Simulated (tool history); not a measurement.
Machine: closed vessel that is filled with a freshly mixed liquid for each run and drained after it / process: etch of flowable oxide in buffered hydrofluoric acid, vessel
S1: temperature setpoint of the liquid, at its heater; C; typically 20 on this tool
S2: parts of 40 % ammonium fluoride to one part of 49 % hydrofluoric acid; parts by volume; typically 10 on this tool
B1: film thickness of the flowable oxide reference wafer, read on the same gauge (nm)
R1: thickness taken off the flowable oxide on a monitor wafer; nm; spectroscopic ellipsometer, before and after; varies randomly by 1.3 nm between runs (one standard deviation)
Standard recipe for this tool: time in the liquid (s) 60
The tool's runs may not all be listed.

Run 1, hour 0: usual settings but S2 12.5 parts by volume; B1 120. Result: R1 153.69 nm.
Run 2, hour 245: usual settings but S2 7 parts by volume; B1 119.98. Result: R1 283.8 nm.
Run 3, hour 319.8: usual settings but S2 7 parts by volume; B1 120.01. Result: R1 286.73 nm.
At hour 341.2: thermometer replaced.
Run 4, hour 363: usual settings but S2 7 parts by volume; B1 120.01. Result: R1 295.04 nm.
At hour 478.4: hydrofluoric acid flow meter replaced.
Run 5, hour 534.4: usual settings but S1 18.5 C; B1 120.02. Result: R1 175.3 nm.
Run 6, hour 590.2: usual settings but S1 18.5 C; B1 120.01. Result: R1 176.15 nm.
Run 7, hour 692.3: usual settings; B1 119.97. Result: R1 195.9 nm.
Run 8, hour 782.2: usual settings; B1 120.02. Result: R1 197.08 nm.
Run 9, hour 880.1: usual settings; B1 120.02. Result: R1 203.43 nm.
Run 10, hour 922.2: usual settings; B1 120.01. Result: R1 205.71 nm.
At hour 964.7: hydrofluoric acid flow meter replaced.
At hour 972.3: gauge calibrated.
At hour 976.8: thermometer replaced.
Run 11, hour 1028.6: usual settings; B1 120.01. Result: R1 192.71 nm.
Run 12, hour 1117.7: usual settings; B1 119.98. Result: R1 195.41 nm.
Run 13, hour 1189.7: usual settings; B1 120.03. Result: R1 194.51 nm.
Run 14, hour 1296.6: usual settings; B1 119.99. Result: R1 200.4 nm.
Run 15, hour 1347.9: usual settings but S1 21.5 C; B1 119.98. Result: R1 220.22 nm.
At hour 1399.7: hydrofluoric acid flow meter replaced.
Run 16, hour 1411.1: usual settings but S2 8.5 parts by volume, time in the liquid (s) 45; B1 119.97. Result: R1 159.9 nm.
Run 17, hour 1449.7: usual settings but S1 18 C; B1 120.01. Result: R1 170.26 nm.
Run 18, hour 1541.5: usual settings; B1 120.01. Result: R1 192.45 nm.
Run 19, hour 1642.8: usual settings but S1 24.5 C, S2 7 parts by volume, time in the liquid (s) 50; B1 119.99. Result: R1 300.52 nm.
At hour 1734.5: thermometer replaced.
Run 20, hour 1747.4: usual settings but time in the liquid (s) 70; B1 120.01. Result: R1 232.28 nm.
Run 21, hour 1853.4: usual settings; B1 120.03. Result: R1 202.96 nm.
At hour 1890.1: hydrofluoric acid flow meter replaced.
Run 22, hour 1957.8: usual settings but S2 6.5 parts by volume; B1 120.01. Result: R1 283.09 nm.
Run 23, hour 2031.2: usual settings but time in the liquid (s) 85; B1 119.99. Result: R1 272.43 nm.
Run 24, hour 2074.3: usual settings but S2 11 parts by volume, time in the liquid (s) 70; B1 120. Result: R1 211.53 nm.
Run 25, hour 2163.1: usual settings but S2 13.5 parts by volume; B1 119.99. Result: R1 151.83 nm.
Run 26, hour 2232.8: usual settings; B1 119.98. Result: R1 198.49 nm.
Run 27, hour 2297.8: usual settings but S1 17 C, time in the liquid (s) 45; B1 119.99. Result: R1 127.68 nm.
Run 28, hour 2344.4: usual settings but S1 24 C; B1 120.02. Result: R1 253.01 nm.

Each row is a separate what-if for the run after 28, all from the same tool condition, not one after another. Results?
Run A, hour 2345.1: usual settings but time in the liquid (s) 45; B1 ?. Result: R1 ?.
Run B, hour 2345.1: usual settings but S1 17 C, S2 14 parts by volume, time in the liquid (s) 40; B1 ?. Result: R1 ?.
Run C, hour 2345.1: usual settings but S1 18.5 C, S2 9 parts by volume; B1 ?. Result: R1 ?.
Run D, hour 2345.1: usual settings but S2 11.5 parts by volume, time in the liquid (s) 75; B1 ?. Result: R1 ?.

run      B1      R1
  A  119.98  153.49
  B  119.98    85.9
  C  119.98   210.9
  D  119.98  231.28
The same runs, with their run-to-run variation unchanged, on a tool lacking any hidden condition would have given:
run      R1
  A  142.33
  B   76.83
  C  186.39
  D     207

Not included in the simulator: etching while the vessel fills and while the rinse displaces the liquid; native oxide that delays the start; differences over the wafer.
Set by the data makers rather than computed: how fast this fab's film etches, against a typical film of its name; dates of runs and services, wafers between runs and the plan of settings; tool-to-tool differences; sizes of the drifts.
